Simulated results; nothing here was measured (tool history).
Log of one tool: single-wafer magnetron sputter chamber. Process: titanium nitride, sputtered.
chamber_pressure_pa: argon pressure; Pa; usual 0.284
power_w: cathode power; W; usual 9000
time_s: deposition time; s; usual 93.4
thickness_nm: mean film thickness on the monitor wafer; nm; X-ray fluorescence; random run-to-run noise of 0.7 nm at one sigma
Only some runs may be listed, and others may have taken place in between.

run    hour  chamber_pressure_pa  power_w  time_s  read-back reference wafer on the same gauge, thickness_nm  thickness_nm
  1     0.0                0.284     9000    93.4                                                    165.983       164.389
  2    64.5                0.284     7500    93.4                                                    165.933       136.757
  3   325.7                0.284     7500    93.4                                                    166.031       137.042
  4   423.6                0.284     7500    93.4                                                    165.769       136.586
  5   526.4                0.284     9000    93.4                                                    165.892       165.253
  6   582.7                0.284     9000    93.4                                                    166.174       164.485
      614.7  -- sputter target and shields replaced
  7   636.0                0.284     9000    93.4                                                    166.081       163.469
  8   700.8                0.284     9000    93.4                                                    165.941       164.215
  9   757.8                0.337     9000   107.8                                                    166.025       184.991
      780.5  -- capacitance manometer re-zeroed and calibrated
 10   806.3                0.337     9000   107.8                                                    166.008       185.947
      860.6  -- magnet pack replaced
 11   876.0                0.284     9000    81.8                                                    166.099       144.218
      894.2  -- gauge calibrated
 12   914.2                0.284     9000    93.4                                                    165.827       164.261
 13  1017.9                0.284     9000    93.4                                                    166.041       165.352
 14  1071.9                0.284     9000    93.4                                                    166.108       164.087
 15  1145.7                0.284     9000    93.4                                                    166.233       164.360
     1198.2  -- sputter target and shields replaced
 16  1208.8                0.284     9000    93.4                                                    165.806       165.671
 17  1263.4                0.226     8400    93.4                                                    166.264       157.028
 18  1306.7                0.284     9000    80.6                                                    166.015       142.471
 19  1367.4                0.229     9000    93.4                                                    166.226       167.655
 20  1446.6                0.238     9000    98.7                                                    165.787       177.340
 21  1524.6                0.199     9000   101.5                                                    165.996       185.539
 22  1615.7                0.284     7150    99.9                                                    166.111       139.409
 23  1656.8                0.346     7500    98.6                                                    165.950       139.229
 24  1725.3                0.284     9000    93.4                                                    166.141       163.055
     1733.6  -- sputter target and shields replaced
 25  1830.5                0.284     9000    93.4                                                    166.080       163.735
 26  1938.2                0.284     9000    93.4                                                    165.935       164.468
 27  2016.4                0.284     9000    93.4                                                    166.086       164.529
     2236.1  -- sputter target and shields replaced
 28  2323.1                0.354     6850    93.4                                                    165.854       120.801
 29  2393.1                0.284     9700   103.2                                                    166.089       194.940
 30  2449.2                0.284     7200    93.4                                                    166.067       131.700
 31  2490.1                0.284     7700    93.4                                                    166.192       140.107
 32  2544.4                0.284    10750    80.0                                                    165.862       168.390
 33  2649.8                0.212    11200    93.4                                                    165.920       213.240
     2748.9  -- gauge calibrated
 34  2756.7                0.284     9000    93.4                                                    166.194       164.491

4 options for the next run, each taken on its own from the tool as it stands now. Forecast them:
  A  2757.1                0.284    11200    93.4                                                          ?             ?
  B  2757.1                0.234     9000    93.4                                                          ?             ?
  C  2757.1                0.364     9650    75.5                                                          ?             ?
  D  2757.1                0.396     7500    93.4                                                          ?             ?

run  read-back reference wafer on the same gauge, thickness_nm  thickness_nm
  A                                                    166.028       205.227
  B                                                    166.028       168.902
  C                                                    166.028       137.634
  D                                                    166.028       130.363
What these runs would have given with no unlogged condition in the tool:
run  thickness_nm
  A       205.227
  B       168.902
  C       137.634
  D       130.363
